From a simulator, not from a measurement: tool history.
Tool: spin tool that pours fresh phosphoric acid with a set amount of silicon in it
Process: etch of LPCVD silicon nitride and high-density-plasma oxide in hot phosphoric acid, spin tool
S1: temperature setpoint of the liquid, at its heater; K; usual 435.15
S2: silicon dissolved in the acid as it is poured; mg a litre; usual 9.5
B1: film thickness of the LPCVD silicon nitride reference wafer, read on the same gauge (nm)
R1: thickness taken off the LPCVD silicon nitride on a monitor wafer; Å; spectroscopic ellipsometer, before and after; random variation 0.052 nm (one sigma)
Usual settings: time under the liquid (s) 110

run 1 hour=0.0 | S1=435.15 S2=9.5 time_under_the_liquid_(s)=110 | B1=40.04 | R1=95.9
run 2 hour=10.6 | S1=435.15 S2=9.5 time_under_the_liquid_(s)=110 | B1=40.01 | R1=96.2
run 3 hour=21.7 | S1=435.15 S2=9.5 time_under_the_liquid_(s)=110 | B1=39.96 | R1=96.6
run 4 hour=39.0 | S1=435.15 S2=9.5 time_under_the_liquid_(s)=110 | B1=39.98 | R1=96.5
run 5 hour=47.1 | S1=435.15 S2=9.5 time_under_the_liquid_(s)=110 | B1=39.99 | R1=95.9
run 6 hour=63.3 | S1=435.15 S2=9.5 time_under_the_liquid_(s)=110 | B1=40.04 | R1=95.5
run 7 hour=80.9 | S1=435.15 S2=9.5 time_under_the_liquid_(s)=135 | B1=39.95 | R1=117.1
run 8 hour=92.3 | S1=435.15 S2=9.5 time_under_the_liquid_(s)=135 | B1=40.02 | R1=117.3
run 9 hour=109.9 | S1=435.15 S2=9.5 time_under_the_liquid_(s)=135 | B1=39.98 | R1=116.9
run 10 hour=122.5 | S1=435.15 S2=16.5 time_under_the_liquid_(s)=165 | B1=39.96 | R1=143.1
run 11 hour=137.5 | S1=435.15 S2=9.5 time_under_the_liquid_(s)=110 | B1=40.02 | R1=95.3
run 12 hour=150.4 | S1=435.15 S2=6.5 time_under_the_liquid_(s)=90 | B1=39.98 | R1=78.2
-- hour=165.9 thermometer replaced
run 13 hour=167.7 | S1=436.15 S2=9.5 time_under_the_liquid_(s)=110 | B1=40.01 | R1=97.9
-- hour=178.0 dissolved silicon flow meter replaced
-- hour=195.5 heated supply line repaired
run 14 hour=196.9 | S1=433.65 S2=16.0 time_under_the_liquid_(s)=155 | B1=39.98 | R1=149.7
-- hour=203.6 gauge calibrated
run 15 hour=212.7 | S1=435.15 S2=9.5 time_under_the_liquid_(s)=110 | B1=39.99 | R1=111.5
run 16 hour=229.8 | S1=437.15 S2=7.5 time_under_the_liquid_(s)=70 | B1=40.01 | R1=76.2
run 17 hour=241.6 | S1=435.15 S2=9.5 time_under_the_liquid_(s)=110 | B1=39.98 | R1=111.2
run 18 hour=256.4 | S1=434.15 S2=7.5 time_under_the_liquid_(s)=60 | B1=40.00 | R1=58.8
run 19 hour=262.5 | S1=437.65 S2=9.5 time_under_the_liquid_(s)=110 | B1=40.01 | R1=121.3
run 20 hour=272.3 | S1=435.15 S2=2.5 time_under_the_liquid_(s)=110 | B1=40.01 | R1=111.9

Forecast run 21:
run 21 hour=287.3 | S1=433.65 S2=9.5 time_under_the_liquid_(s)=70 | B1=? | R1=?

B1: 40.02
R1: 67.1 Å
Without the tool's hidden state the same run would have given R1 67.6 Å.
